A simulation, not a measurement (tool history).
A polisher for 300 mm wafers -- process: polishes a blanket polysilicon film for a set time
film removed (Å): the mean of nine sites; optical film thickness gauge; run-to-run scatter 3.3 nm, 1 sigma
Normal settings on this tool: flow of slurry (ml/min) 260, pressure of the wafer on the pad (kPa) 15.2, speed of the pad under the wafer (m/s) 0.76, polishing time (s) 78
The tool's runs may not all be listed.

run	hour	flow of slurry (ml/min)	pressure of the wafer on the pad (kPa)	speed of the pad under the wafer (m/s)	polishing time (s)	wafers since the last listed run	wafers polished on this pad	hours since the slurry nozzle was cleaned	hours since the head pressure was calibrated	incoming thickness of the incoming film, nm	film removed (Å)
1	0	260	15.2	0.76	78	0	212	258.5	629.2	2240.1	3444
2	20.3	200	15.2	0.58	78	205	418	278.8	649.5	2303.2	2541
3	32.8	200	15.2	0.58	78	126	544	291.3	662	2239.5	2538
4	65.7	200	15.2	0.58	78	332	876	324.2	694.9	2224.9	2471
5	90.1	260	15.2	0.76	78	246	1123	348.6	719.3	2232.1	3409
# hour 99.8: worn pad replaced by a new one
6	116.3	260	15.2	0.76	78	224	166	374.8	745.5	2262.4	3400
7	133.2	295	15.2	0.76	90	170	337	391.7	762.4	2265.1	3949
8	155.2	295	17.9	1	105	222	560	413.7	784.4	2280.3	7035
# hour 169.5: slurry nozzle cleaned
# hour 198.2: head pressure recalibrated
# hour 211.4: worn pad replaced by a new one
9	249.1	260	15.2	0.76	78	878	381	79.6	50.9	2235.9	3385
10	273.7	260	15.2	0.62	98	248	629	104.2	75.5	2246.9	3482

Expected results for the next run?
11	296.7	260	15.2	0.76	78	232	862	127.2	98.5	2267.5	?

Run 11 measured film removed (Å) 3393.
With the hidden condition absent and the run-to-run variation left alone, this run would have shown film removed (Å) 3393.
